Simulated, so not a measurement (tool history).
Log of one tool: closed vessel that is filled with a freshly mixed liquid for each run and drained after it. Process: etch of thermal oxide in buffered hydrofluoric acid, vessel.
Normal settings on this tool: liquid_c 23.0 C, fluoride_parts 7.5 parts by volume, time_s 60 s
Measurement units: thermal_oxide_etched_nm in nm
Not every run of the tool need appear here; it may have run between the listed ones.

run     day  liquid_c  fluoride_parts  time_s  wafers since the last listed run  hours since the thermometer was replaced  hours since the hydrofluoric acid flow meter was replaced  hours since the gauge calibration  read-back film thickness of the thermal oxide reference wafer, read on the same gauge (nm)  thermal_oxide_etched_nm
  1   0.000      23.0             6.0      60                                 0                                    2088.5                                                     2234.7                              246.5                                                                                      129.98                   119.47
  2   0.662      23.0             6.0      60                              1738                                    2104.4                                                     2250.6                              262.4                                                                                      130.00                   119.41
  3   1.138      23.0             6.0      60                              1246                                    2115.8                                                     2262.0                              273.8                                                                                      129.97                   119.67
  4   1.462      23.0             7.5      40                               852                                    2123.6                                                     2269.8                              281.6                                                                                      129.97                    64.76
  5   1.900      23.0             7.5      40                              1148                                    2134.1                                                     2280.3                              292.1                                                                                      130.00                    64.88
  6   2.192      23.0             7.5      40                               765                                    2141.1                                                     2287.3                              299.1                                                                                      130.01                    64.85
  7   2.654      24.0             7.5      60                              1213                                    2152.2                                                     2298.4                              310.2                                                                                      129.97                   102.51
  8   3.033      24.0             7.5      60                               995                                    2161.3                                                     2307.5                              319.3                                                                                      130.01                   101.93
  9   3.425      23.0             7.5      60                              1027                                    2170.7                                                     2316.9                              328.7                                                                                      130.00                    97.33
      3.558  -- gauge calibrated
 10   3.750      23.0             7.5      60                               852                                    2178.5                                                     2324.7                                4.6                                                                                      129.98                    97.74
 11   4.100      23.0             7.5      60                               918                                    2186.9                                                     2333.1                               13.0                                                                                      129.99                    97.41
      4.450  -- thermometer replaced
 12   4.471      23.0             7.5      55                               863                                       0.5                                                     2342.0                               21.9                                                                                      130.01                    76.68
 13   4.838      23.0             7.5      55                               962                                       9.3                                                     2350.8                               30.7                                                                                      130.00                    76.96
      4.908  -- hydrofluoric acid flow meter replaced
 14   5.129      23.0             7.5      50                               656                                      16.3                                                        5.3                               37.7                                                                                      130.00                    69.88
 15   5.867      23.0             7.5      90                              1935                                      34.0                                                       23.0                               55.4                                                                                      129.98                   126.97
 16   6.308      25.5             5.0      75                              1159                                      44.6                                                       33.6                               66.0                                                                                      129.96                   173.47
 17   6.912      20.5             7.5      60                              1585                                      59.1                                                       48.1                               80.5                                                                                      129.99                    73.18
 18   7.342      21.5             6.5      30                              1126                                      69.4                                                       58.4                               90.8                                                                                      129.98                    44.54
 19   7.742      26.0             7.5      60                              1049                                      79.0                                                       68.0                              100.4                                                                                      129.95                    98.91
 20   8.129      23.0             7.5      60                              1016                                      88.3                                                       77.3                              109.7                                                                                      130.01                    84.54
 21   8.542      20.0            10.0      35                              1082                                      98.2                                                       87.2                              119.6                                                                                      130.00                    31.93
 22   9.142      23.0             7.5      60                              1574                                     112.6                                                      101.6                              134.0                                                                                      130.05                    84.82
 23   9.642      24.5             6.0      90                              1312                                     124.6                                                      113.6                              146.0                                                                                      130.01                   170.29
 24  10.171      23.0             7.5      45                              1388                                     137.3                                                      126.3                              158.7                                                                                      130.00                    63.35
 25  10.688      28.0             6.0      40                              1355                                     149.7                                                      138.7                              171.1                                                                                      129.99                    90.75
 26  11.362      23.0             7.5      60                              1771                                     165.9                                                      154.9                              187.3                                                                                      130.01                    84.89

Measured result minus the same run's result without the hidden state. Both carry the same run-to-run variation, though not necessarily the same gauge scatter:
The hidden state here: liquid hotter than its thermometer reads (K); hydrofluoric acid flow below the setpoint (%); gauge reads high (%).
run  thermal_oxide_etched_nm
  1                   +17.01
  2                   +17.11
  3                   +17.20
  4                    +9.35
  5                    +9.39
  6                    +9.42
  7                   +14.89
  8                   +14.85
  9                   +14.32
 10                   +14.42
 11                   +14.42
 12                    +0.84
 13                    +0.88
 14                    +0.83
 15                    +1.66
 16                    +2.32
 17                    +1.09
 18                    +0.68
 19                    +1.53
 20                    +1.38
 21                    +0.55
 22                    +1.52
 23                    +3.11
 24                    +1.23
 25                    +1.76
 26                    +1.79
